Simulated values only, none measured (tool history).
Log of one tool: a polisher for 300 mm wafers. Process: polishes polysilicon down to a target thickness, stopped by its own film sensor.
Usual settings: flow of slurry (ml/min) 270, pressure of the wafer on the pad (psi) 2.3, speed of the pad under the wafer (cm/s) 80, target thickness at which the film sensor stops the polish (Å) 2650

run,hour,flow of slurry (ml/min),pressure of the wafer on the pad (psi),speed of the pad under the wafer (cm/s),target thickness at which the film sensor stops the polish (Å),wafers since the last listed run,wafers polished on this pad,hours since the slurry nozzle was cleaned,hours since the head pressure was calibrated,"incoming thickness of the incoming film, nm",time until the film sensor stopped the polish (s)
1,0,270,2.3,80,2650,0,331,167.1,915.9,700.2,106.7
2,67,270,2.3,80,2650,353,684,234.1,982.9,687.1,104.2
3,125.1,325,2.3,80,2650,306,990,292.2,1041,686.1,102.9
# hour 162.9: worn pad replaced by a new one
4,195.8,325,2.3,80,2650,351,173,362.9,1111.7,697.2,106.5
5,243.9,270,2.3,80,2650,253,427,411,1159.8,699,108.8
6,275,270,2.3,80,2650,164,591,442.1,1190.9,694.4,107.3
# hour 324.6: slurry nozzle cleaned
7,330,270,2.3,80,2650,284,875,5.4,1245.9,696.8,108
# hour 381.8: worn pad replaced by a new one
8,382.3,270,2.3,80,2650,254,2,57.7,1298.2,683.6,103.1
9,433.6,270,2.3,80,2650,270,272,109,1349.5,697.4,109.2
10,465.9,270,2.3,56,1320,170,443,141.3,1381.8,689.7,196.7
11,511.3,270,2.3,80,2650,239,682,186.7,1427.2,697.8,108.1
12,553.2,270,2,80,1980,220,903,228.6,1469.1,683,138.8
# hour 570.1: head pressure recalibrated
13,609.2,355,2.3,104,2650,284,1188,284.6,39.1,688.1,80.6
# hour 625.6: worn pad replaced by a new one
14,675,270,2.3,80,2650,325,260,350.4,104.9,701.1,108.7
15,746.7,190,2.8,80,2650,378,638,422.1,176.6,698.7,89.8
16,776.8,355,2.8,100,3180,158,797,452.2,206.7,693.2,61.1
17,819.7,270,2.3,80,2650,226,1023,495.1,249.6,688.9,103.3
# hour 836: worn pad replaced by a new one
18,877.2,220,2.3,80,2650,282,217,552.6,307.1,683,105.7

How the hidden state differs across the entries between the runs, from the last listed run before each to the first after it:
Between runs 3 and 4: worn pad replaced by a new one (hour 162.9)
  no hidden state differs between the two runs
Between runs 6 and 7: slurry nozzle cleaned (hour 324.6)
  no hidden state differs between the two runs
Between runs 7 and 8: worn pad replaced by a new one (hour 381.8)
  no hidden state differs between the two runs
Between runs 12 and 13: head pressure recalibrated (hour 570.1)
  no hidden state differs between the two runs
Between runs 13 and 14: worn pad replaced by a new one (hour 625.6)
  no hidden state differs between the two runs
Between runs 17 and 18: worn pad replaced by a new one (hour 836)
  no hidden state differs between the two runs
